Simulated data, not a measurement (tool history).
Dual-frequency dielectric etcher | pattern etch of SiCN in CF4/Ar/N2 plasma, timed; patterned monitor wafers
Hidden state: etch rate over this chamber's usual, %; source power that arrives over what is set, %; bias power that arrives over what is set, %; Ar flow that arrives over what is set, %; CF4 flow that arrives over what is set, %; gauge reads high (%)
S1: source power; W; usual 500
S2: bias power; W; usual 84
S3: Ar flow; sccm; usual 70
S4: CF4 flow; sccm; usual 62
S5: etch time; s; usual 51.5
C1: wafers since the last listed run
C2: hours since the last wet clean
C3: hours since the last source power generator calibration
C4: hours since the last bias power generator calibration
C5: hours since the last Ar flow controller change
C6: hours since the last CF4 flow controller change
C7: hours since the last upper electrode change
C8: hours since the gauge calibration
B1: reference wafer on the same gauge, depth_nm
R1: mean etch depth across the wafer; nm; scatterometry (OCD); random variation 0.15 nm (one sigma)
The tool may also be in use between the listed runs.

{"run": 1, "hour": 0.0, "S1": 500, "S2": 84, "S3": 81, "S4": 62, "S5": 51.5, "C1": 0, "C2": 445.3, "C3": 2295.1, "C4": 1212.1, "C5": 3851.1, "C6": 902.5, "C7": 3133.2, "C8": 996.3, "B1": 50.5, "R1": 51.4}
{"hour": 95.6, "done": "wet clean of the chamber"}
{"run": 2, "hour": 118.8, "S1": 500, "S2": 84, "S3": 70, "S4": 69, "S5": 51.5, "C1": 1156, "C2": 23.2, "C3": 2413.9, "C4": 1330.9, "C5": 3969.9, "C6": 1021.3, "C7": 3252, "C8": 1115.1, "B1": 50.6, "R1": 53.9}
{"run": 3, "hour": 181.2, "S1": 500, "S2": 84, "S3": 70, "S4": 69, "S5": 51.5, "C1": 761, "C2": 85.6, "C3": 2476.3, "C4": 1393.3, "C5": 4032.3, "C6": 1083.7, "C7": 3314.4, "C8": 1177.5, "B1": 50.7, "R1": 53.8}
{"run": 4, "hour": 226.3, "S1": 500, "S2": 84, "S3": 70, "S4": 69, "S5": 51.5, "C1": 550, "C2": 130.7, "C3": 2521.4, "C4": 1438.4, "C5": 4077.4, "C6": 1128.8, "C7": 3359.5, "C8": 1222.6, "B1": 50.6, "R1": 54}
{"run": 5, "hour": 271.6, "S1": 500, "S2": 84, "S3": 70, "S4": 66, "S5": 46, "C1": 552, "C2": 176, "C3": 2566.7, "C4": 1483.7, "C5": 4122.7, "C6": 1174.1, "C7": 3404.8, "C8": 1267.9, "B1": 50.7, "R1": 47.7}
{"run": 6, "hour": 311.2, "S1": 500, "S2": 84, "S3": 70, "S4": 66, "S5": 46, "C1": 483, "C2": 215.6, "C3": 2606.3, "C4": 1523.3, "C5": 4162.3, "C6": 1213.7, "C7": 3444.4, "C8": 1307.5, "B1": 50.8, "R1": 47.8}
{"run": 7, "hour": 361.9, "S1": 550, "S2": 84, "S3": 70, "S4": 62, "S5": 51.5, "C1": 618, "C2": 266.3, "C3": 2657, "C4": 1574, "C5": 4213, "C6": 1264.4, "C7": 3495.1, "C8": 1358.2, "B1": 50.9, "R1": 56.5}
{"run": 8, "hour": 558.8, "S1": 550, "S2": 84, "S3": 70, "S4": 62, "S5": 51.5, "C1": 2402, "C2": 463.2, "C3": 2853.9, "C4": 1770.9, "C5": 4409.9, "C6": 1461.3, "C7": 3692, "C8": 1555.1, "B1": 51, "R1": 57}
{"hour": 584.5, "done": "wet clean of the chamber"}
{"hour": 629.1, "done": "Ar flow controller replaced"}
{"hour": 632.2, "done": "gauge calibrated"}
{"run": 9, "hour": 648.9, "S1": 550, "S2": 84, "S3": 70, "S4": 62, "S5": 51.5, "C1": 733, "C2": 64.4, "C3": 2944, "C4": 1861, "C5": 19.8, "C6": 1551.4, "C7": 3782.1, "C8": 16.7, "B1": 49.8, "R1": 55.4}
{"run": 10, "hour": 693.5, "S1": 500, "S2": 84, "S3": 63, "S4": 56, "S5": 44.5, "C1": 544, "C2": 109, "C3": 2988.6, "C4": 1905.6, "C5": 64.4, "C6": 1596, "C7": 3826.7, "C8": 61.3, "B1": 49.9, "R1": 44.9}
{"hour": 727.9, "done": "bias power generator calibrated"}
{"run": 11, "hour": 774.5, "S1": 500, "S2": 84, "S3": 70, "S4": 62, "S5": 51.5, "C1": 939, "C2": 190, "C3": 3069.6, "C4": 46.6, "C5": 145.4, "C6": 1677, "C7": 3907.7, "C8": 142.3, "B1": 49.9, "R1": 52.2}
{"hour": 797.0, "done": "CF4 flow controller replaced"}
{"run": 12, "hour": 816.0, "S1": 500, "S2": 92, "S3": 70, "S4": 62, "S5": 36, "C1": 433, "C2": 231.5, "C3": 3111.1, "C4": 88.1, "C5": 186.9, "C6": 19, "C7": 3949.2, "C8": 183.8, "B1": 49.9, "R1": 38.2}
{"hour": 890.5, "done": "upper electrode replaced"}
{"run": 13, "hour": 912.8, "S1": 500, "S2": 84, "S3": 55, "S4": 62, "S5": 44, "C1": 888, "C2": 328.3, "C3": 3207.9, "C4": 184.9, "C5": 283.7, "C6": 115.8, "C7": 22.3, "C8": 280.6, "B1": 50, "R1": 46.4}
{"hour": 961.9, "done": "source power generator calibrated"}
{"run": 14, "hour": 1000.4, "S1": 380, "S2": 84, "S3": 70, "S4": 62, "S5": 41.5, "C1": 1020, "C2": 415.9, "C3": 38.5, "C4": 272.5, "C5": 371.3, "C6": 203.4, "C7": 109.9, "C8": 368.2, "B1": 50.2, "R1": 35.4}
{"hour": 1056.8, "done": "wet clean of the chamber"}
{"run": 15, "hour": 1057.3, "S1": 550, "S2": 68, "S3": 70, "S4": 62, "S5": 51.5, "C1": 401, "C2": 0.5, "C3": 95.4, "C4": 329.4, "C5": 428.2, "C6": 260.3, "C7": 166.8, "C8": 425.1, "B1": 50.1, "R1": 49.4}
{"run": 16, "hour": 1142.6, "S1": 500, "S2": 84, "S3": 58, "S4": 62, "S5": 41.5, "C1": 1040, "C2": 85.8, "C3": 180.7, "C4": 414.7, "C5": 513.5, "C6": 345.6, "C7": 252.1, "C8": 510.4, "B1": 50.3, "R1": 43.3}
{"run": 17, "hour": 1210.7, "S1": 500, "S2": 84, "S3": 70, "S4": 62, "S5": 51.5, "C1": 831, "C2": 153.9, "C3": 248.8, "C4": 482.8, "C5": 581.6, "C6": 413.7, "C7": 320.2, "C8": 578.5, "B1": 50.3, "R1": 52.5}
{"run": 18, "hour": 1302.3, "S1": 550, "S2": 84, "S3": 70, "S4": 73, "S5": 51.5, "C1": 1117, "C2": 245.5, "C3": 340.4, "C4": 574.4, "C5": 673.2, "C6": 505.3, "C7": 411.8, "C8": 670.1, "B1": 50.5, "R1": 57.5}
{"run": 19, "hour": 1347.0, "S1": 500, "S2": 76, "S3": 70, "S4": 62, "S5": 51.5, "C1": 545, "C2": 290.2, "C3": 385.1, "C4": 619.1, "C5": 717.9, "C6": 550, "C7": 456.5, "C8": 714.8, "B1": 50.4, "R1": 49.6}
{"run": 20, "hour": 1431.5, "S1": 500, "S2": 84, "S3": 70, "S4": 62, "S5": 65, "C1": 1031, "C2": 374.7, "C3": 469.6, "C4": 703.6, "C5": 802.4, "C6": 634.5, "C7": 541, "C8": 799.3, "B1": 50.5, "R1": 66.4}

5 ways to go on from here, each from the tool as it stands after run 20. What would each give?
{"run": "A", "hour": 1431.9, "S1": 500, "S2": 69, "S3": 70, "S4": 62, "S5": 51.5, "C1": 4, "C2": 375.1, "C3": 470, "C4": 704, "C5": 802.8, "C6": 634.9, "C7": 541.4, "C8": 799.7, "B1": "?", "R1": "?"}
{"run": "B", "hour": 1431.9, "S1": 500, "S2": 65, "S3": 70, "S4": 62, "S5": 38, "C1": 4, "C2": 375.1, "C3": 470, "C4": 704, "C5": 802.8, "C6": 634.9, "C7": 541.4, "C8": 799.7, "B1": "?", "R1": "?"}
{"run": "C", "hour": 1431.9, "S1": 390, "S2": 93, "S3": 65, "S4": 62, "S5": 60.5, "C1": 4, "C2": 375.1, "C3": 470, "C4": 704, "C5": 802.8, "C6": 634.9, "C7": 541.4, "C8": 799.7, "B1": "?", "R1": "?"}
{"run": "D", "hour": 1431.9, "S1": 500, "S2": 73, "S3": 70, "S4": 62, "S5": 51.5, "C1": 4, "C2": 375.1, "C3": 470, "C4": 704, "C5": 802.8, "C6": 634.9, "C7": 541.4, "C8": 799.7, "B1": "?", "R1": "?"}
{"run": "E", "hour": 1431.9, "S1": 500, "S2": 84, "S3": 84, "S4": 51, "S5": 51.5, "C1": 4, "C2": 375.1, "C3": 470, "C4": 704, "C5": 802.8, "C6": 634.9, "C7": 541.4, "C8": 799.7, "B1": "?", "R1": "?"}

run=A B1=50.5 R1=47.2
run=B B1=50.5 R1=33.6
run=C B1=50.5 R1=56.5
run=D B1=50.5 R1=48.7
run=E B1=50.5 R1=49.4
Without the tool's hidden state the same runs would have given:
run=A R1=46.4
run=B R1=33
run=C R1=55.5
run=D R1=47.9
run=E R1=48.6
